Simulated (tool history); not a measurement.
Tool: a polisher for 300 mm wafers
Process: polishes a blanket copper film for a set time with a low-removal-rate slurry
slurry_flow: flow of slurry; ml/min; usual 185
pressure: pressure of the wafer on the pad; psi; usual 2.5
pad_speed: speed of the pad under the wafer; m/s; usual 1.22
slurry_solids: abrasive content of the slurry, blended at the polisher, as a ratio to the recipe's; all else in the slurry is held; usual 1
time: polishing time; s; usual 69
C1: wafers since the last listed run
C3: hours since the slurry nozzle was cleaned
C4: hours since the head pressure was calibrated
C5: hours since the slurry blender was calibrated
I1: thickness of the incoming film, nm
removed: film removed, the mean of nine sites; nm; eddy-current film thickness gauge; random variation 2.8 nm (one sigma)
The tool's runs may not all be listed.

Run 1, day 0: usual settings but pressure 2.7 psi; C1 0; wafers polished on this pad 50; C3 497; C4 1273.2; C5 95; I1 1321.5. Result: removed 192.7 nm.
Run 2, day 1.408: usual settings but pressure 2.7 psi; C1 470; wafers polished on this pad 520; C3 530.8; C4 1307; C5 128.8; I1 1335.2. Result: removed 191.1 nm.
Run 3, day 2.05: usual settings; C1 214; wafers polished on this pad 735; C3 546.2; C4 1322.4; C5 144.2; I1 1344. Result: removed 164.8 nm.
At day 3.242: worn pad replaced by a new one.
At day 4.533: slurry blender recalibrated.
Run 4, day 6.496: usual settings but slurry_solids 0.8; C1 1402; wafers polished on this pad 1060; C3 652.9; C4 1429.1; C5 47.1; I1 1364.6. Result: removed 158.8 nm.
At day 7.279: worn pad replaced by a new one.
Run 5, day 7.3: usual settings; C1 213; wafers polished on this pad 7; C3 672.2; C4 1448.4; C5 66.4; I1 1333.3. Result: removed 184.3 nm.
Run 6, day 8.767: usual settings; C1 490; wafers polished on this pad 497; C3 707.4; C4 1483.6; C5 101.6; I1 1369.9. Result: removed 177.2 nm.
Run 7, day 9.371: usual settings; C1 201; wafers polished on this pad 699; C3 721.9; C4 1498.1; C5 116.1; I1 1336.7. Result: removed 173.2 nm.
Run 8, day 10.621: usual settings but time 86 s; C1 417; wafers polished on this pad 1117; C3 751.9; C4 1528.1; C5 146.1; I1 1335.8. Result: removed 197.8 nm.
At day 10.804: head pressure recalibrated.
At day 11.408: worn pad replaced by a new one.
Run 9, day 11.829: usual settings but pressure 3.1 psi; C1 320; wafers polished on this pad 140; C3 780.9; C4 24.6; C5 175.1; I1 1365.9. Result: removed 201.7 nm.
At day 12.642: slurry blender recalibrated.
At day 13.104: slurry nozzle cleaned.
Run 10, day 13.133: usual settings but slurry_flow 245 ml/min, slurry_solids 1.3; C1 394; wafers polished on this pad 534; C3 0.7; C4 55.9; C5 11.8; I1 1354. Result: removed 199.4 nm.
Run 11, day 14.517: usual settings; C1 462; wafers polished on this pad 997; C3 33.9; C4 89.1; C5 45; I1 1352.7. Result: removed 164.3 nm.
At day 15.579: worn pad replaced by a new one.
Run 12, day 16.346: usual settings but pressure 3.1 psi; C1 555; wafers polished on this pad 256; C3 77.8; C4 133; C5 88.9; I1 1355.9. Result: removed 216.8 nm.
Run 13, day 17.175: usual settings but slurry_solids 1.15, time 47 s; C1 277; wafers polished on this pad 533; C3 97.7; C4 152.9; C5 108.8; I1 1352.4. Result: removed 123 nm.

Forecast run 14:
Run 14, day 18.45: usual settings but slurry_solids 0.7; C1 426; wafers polished on this pad 959; C3 128.3; C4 183.5; C5 139.4; I1 1346.2. Result: removed ?.

{"run 14": {"removed": 149.3}}
Without the tool's hidden state the same run would have given removed 171.3 nm.
